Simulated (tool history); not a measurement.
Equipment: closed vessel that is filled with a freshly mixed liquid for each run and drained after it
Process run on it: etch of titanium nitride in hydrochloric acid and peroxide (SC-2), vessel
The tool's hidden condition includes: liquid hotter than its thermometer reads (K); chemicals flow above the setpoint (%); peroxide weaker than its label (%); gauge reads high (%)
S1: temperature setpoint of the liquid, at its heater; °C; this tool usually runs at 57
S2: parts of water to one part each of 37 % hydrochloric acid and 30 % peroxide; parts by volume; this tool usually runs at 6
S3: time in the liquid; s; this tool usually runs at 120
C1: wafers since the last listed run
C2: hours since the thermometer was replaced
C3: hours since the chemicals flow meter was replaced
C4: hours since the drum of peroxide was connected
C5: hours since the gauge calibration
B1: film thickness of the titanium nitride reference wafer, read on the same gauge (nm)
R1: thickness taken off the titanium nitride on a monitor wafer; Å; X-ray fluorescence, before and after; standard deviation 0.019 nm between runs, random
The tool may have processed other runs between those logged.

run    hour    S1   S2   S3     C1      C2      C3     C4      C5       B1     R1
  1       0    57    8  120      0  1677.1  1284.7  913.1     849  150.003  34.71
  2      77    57    8  120   4904  1754.1  1361.7  990.1     926  150.036   34.9
        133  -- new drum of peroxide connected
  3   168.1    57    8  120   5738  1845.2  1452.8   35.1  1017.1  149.985  36.03
  4   206.5    54    6  120   2445  1883.6  1491.2   73.5  1055.5  149.991  36.74
  5   259.9    54    6  120   3401    1937  1544.6  126.9  1108.9   150.01  36.92
  6   339.4  64.5    6  120   5063  2016.5  1624.1  206.4  1188.4  149.991  70.99
  7   433.6  64.5    6  120   5999  2110.7  1718.3  300.6  1282.6  150.012  71.81
  8   520.3  64.5    6  120   5522  2197.4    1805  387.3  1369.3   150.01  72.06
  9   611.6    57    6  120   5815  2288.7  1896.3  478.6  1460.6  149.999  45.44
 10   675.6    48    9   80   4076  2352.7  1960.3  542.6  1524.6  150.005  12.12
 11   756.7    52    6  120   5165  2433.8  2041.4  623.7  1605.7  149.989  32.68
 12   810.3    52    6   85   3413  2487.4    2095  677.3  1659.3  149.953  23.14
      839.3  -- gauge calibrated
      882.8  -- chemicals flow meter replaced
 13   887.8    65    9  120   4872  2564.9       5  754.8    48.5   149.98     51
 14   953.1    57    6  120   4159  2630.2    70.3  820.1   113.8  150.056  42.37
     1001.8  -- thermometer replaced
 15  1013.2    57    6  150   3764    11.4   130.4  880.2   173.9  149.996  53.07
 16    1066    57    6  120   3362    64.2   183.2    933   226.7  150.007   42.4
     1080.4  -- new drum of peroxide connected
 17  1143.1    57    6  120   4846   141.3   260.3   62.7   303.8  150.055  43.09
 18  1204.8    53  4.5  120   3929     203     322  124.4   365.5  149.992  41.19
 19  1491.6    67    9   70  18266   489.8   608.8  411.2   652.3  150.016  34.45

4 options for the next run, each taken on its own from the tool as it stands now. Forecast them:
  A  1492.3    57   6  175  44  490.5  609.5  411.9  653   ?   ?
  B  1492.3    57   6   60  44  490.5  609.5  411.9  653   ?   ?
  C  1492.3    47   6  120  44  490.5  609.5  411.9  653   ?   ?
  D  1492.3  66.5   4  175  44  490.5  609.5  411.9  653   ?   ?

run       B1      R1
  A  149.957   63.62
  B  149.957   21.81
  C  149.957   22.58
  D  149.957  152.64
With the hidden condition removed and each run's random variation left untouched, the same runs would have given:
run      R1
  A   62.68
  B   21.49
  C   22.24
  D  150.75
